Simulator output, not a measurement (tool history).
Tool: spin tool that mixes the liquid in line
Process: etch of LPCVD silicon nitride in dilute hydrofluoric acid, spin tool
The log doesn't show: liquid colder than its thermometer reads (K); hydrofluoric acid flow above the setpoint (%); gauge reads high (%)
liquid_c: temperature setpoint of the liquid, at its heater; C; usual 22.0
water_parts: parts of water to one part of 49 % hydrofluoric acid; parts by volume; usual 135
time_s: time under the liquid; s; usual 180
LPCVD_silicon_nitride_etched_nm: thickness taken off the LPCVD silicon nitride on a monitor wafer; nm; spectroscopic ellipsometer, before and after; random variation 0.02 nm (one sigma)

run,hour,liquid_c,water_parts,time_s,wafers since the last listed run,hours since the thermometer was replaced,hours since the hydrofluoric acid flow meter was replaced,hours since the gauge calibration,"read-back film thickness of the LPCVD silicon nitride reference wafer, read on the same gauge (nm)",LPCVD_silicon_nitride_etched_nm
1,0.0,22.0,135,95,0,1223.3,1526.3,126.9,59.961,0.297
2,33.6,22.0,135,95,358,1256.9,1559.9,160.5,60.029,0.274
3,61.1,19.5,135,235,293,1284.4,1587.4,188.0,60.002,0.576
4,86.4,19.5,135,235,270,1309.7,1612.7,213.3,59.994,0.597
5,120.1,22.0,135,180,359,1343.4,1646.4,247.0,59.972,0.509
6,155.5,22.0,135,180,377,1378.8,1681.8,282.4,60.023,0.571
7,183.7,22.0,135,180,301,1407.0,1710.0,310.6,60.000,0.548
8,278.3,22.0,135,180,1010,1501.6,1804.6,405.2,60.065,0.592
# hour 286.6: thermometer replaced
9,312.4,22.0,135,180,353,25.8,1838.7,439.3,60.017,0.554
10,331.8,22.0,135,180,207,45.2,1858.1,458.7,60.015,0.587
11,345.8,22.0,135,180,149,59.2,1872.1,472.7,59.982,0.529
# hour 360.6: hydrofluoric acid flow meter replaced
12,361.0,22.0,135,180,151,74.4,0.4,487.9,60.016,0.539
# hour 366.0: gauge calibrated
13,382.1,22.0,100,180,225,95.5,21.5,16.1,59.986,0.700
14,413.7,27.0,135,180,337,127.1,53.1,47.7,60.034,0.784
15,448.1,17.5,205,180,367,161.5,87.5,82.1,60.012,0.267
16,483.2,22.0,135,180,374,196.6,122.6,117.2,59.972,0.547
17,503.7,25.5,95,105,218,217.1,143.1,137.7,60.026,0.582
18,519.9,22.0,135,180,172,233.3,159.3,153.9,59.993,0.548
19,548.1,24.5,100,180,301,261.5,187.5,182.1,60.015,0.885
20,582.2,26.0,115,105,364,295.6,221.6,216.2,60.000,0.487
21,598.6,22.0,135,180,175,312.0,238.0,232.6,59.954,0.548
22,628.1,23.5,135,180,314,341.5,267.5,262.1,59.996,0.612
23,662.4,22.0,135,180,366,375.8,301.8,296.4,60.010,0.546
24,686.1,18.5,135,180,253,399.5,325.5,320.1,59.998,0.456

Hidden state at the last listed run before each entry between runs and at the first one after, where it differs:
Between runs 8 and 9: thermometer replaced (hour 286.6)
  no hidden state differs between the two runs
Between runs 11 and 12: hydrofluoric acid flow meter replaced (hour 360.6)
  no hidden state differs between the two runs
Between runs 12 and 13: gauge calibrated (hour 366.0)
  no hidden state differs between the two runs

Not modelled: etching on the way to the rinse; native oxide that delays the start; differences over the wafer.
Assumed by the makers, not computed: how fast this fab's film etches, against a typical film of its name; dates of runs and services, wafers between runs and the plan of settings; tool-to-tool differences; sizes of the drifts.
